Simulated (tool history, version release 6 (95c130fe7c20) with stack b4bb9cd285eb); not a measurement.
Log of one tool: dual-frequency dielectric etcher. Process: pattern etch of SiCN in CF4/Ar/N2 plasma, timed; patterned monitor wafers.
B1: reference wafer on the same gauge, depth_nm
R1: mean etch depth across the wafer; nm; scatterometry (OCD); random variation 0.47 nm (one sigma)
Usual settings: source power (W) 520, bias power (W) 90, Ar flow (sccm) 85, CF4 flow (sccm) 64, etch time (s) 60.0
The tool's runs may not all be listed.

Run 1, hour 0.0: usual settings; B1 59.5. Result: R1 66.4 nm.
Run 2, hour 29.3: usual settings; B1 59.8. Result: R1 65.7 nm.
Run 3, hour 46.2: usual settings; B1 59.9. Result: R1 65.5 nm.
At hour 117.1: CF4 flow controller replaced.
At hour 122.2: Ar flow controller replaced.
At hour 140.3: upper electrode replaced.
Run 4, hour 141.5: usual settings but Ar flow (sccm) 102, etch time (s) 66.0; B1 59.7. Result: R1 71.3 nm.
Run 5, hour 169.8: usual settings but Ar flow (sccm) 102, etch time (s) 66.0; B1 59.8. Result: R1 70.3 nm.
Run 6, hour 193.7: usual settings; B1 59.8. Result: R1 65.3 nm.
Run 7, hour 215.9: usual settings; B1 59.8. Result: R1 63.7 nm.
At hour 232.0: source power generator calibrated.
Run 8, hour 234.5: usual settings; B1 59.7. Result: R1 63.9 nm.
At hour 263.6: bias power generator calibrated.
At hour 270.3: gauge calibrated.
At hour 277.6: wet clean of the chamber.
Run 9, hour 278.1: usual settings but source power (W) 650, bias power (W) 103; B1 59.9. Result: R1 86.2 nm.
Run 10, hour 293.5: usual settings; B1 59.8. Result: R1 67.2 nm.
Run 11, hour 321.3: usual settings but bias power (W) 96, Ar flow (sccm) 96, CF4 flow (sccm) 79, etch time (s) 72.0; B1 59.7. Result: R1 85.0 nm.
Run 12, hour 343.7: usual settings but source power (W) 630, Ar flow (sccm) 67; B1 59.9. Result: R1 81.1 nm.
Run 13, hour 361.9: usual settings but source power (W) 590, bias power (W) 79, Ar flow (sccm) 95, etch time (s) 70.5; B1 59.6. Result: R1 85.5 nm.
Run 14, hour 385.4: usual settings but source power (W) 490, CF4 flow (sccm) 54, etch time (s) 52.0; B1 59.7. Result: R1 53.6 nm.

4 ways to go on from here, each from the tool as it stands after run 14. What would each give?
Run A, hour 385.8: usual settings; B1 ?. Result: R1 ?.
Run B, hour 385.8: usual settings but etch time (s) 50.0; B1 ?. Result: R1 ?.
Run C, hour 385.8: usual settings but CF4 flow (sccm) 79; B1 ?. Result: R1 ?.
Run D, hour 385.8: usual settings but Ar flow (sccm) 78, CF4 flow (sccm) 75, etch time (s) 73.5; B1 ?. Result: R1 ?.

run    B1    R1
  A  59.9  67.3
  B  59.9  56.1
  C  59.9  69.2
  D  59.9  84.7
Without the tool's hidden state the same runs would have given:
run    R1
  A  68.2
  B  56.8
  C  70.1
  D  85.8
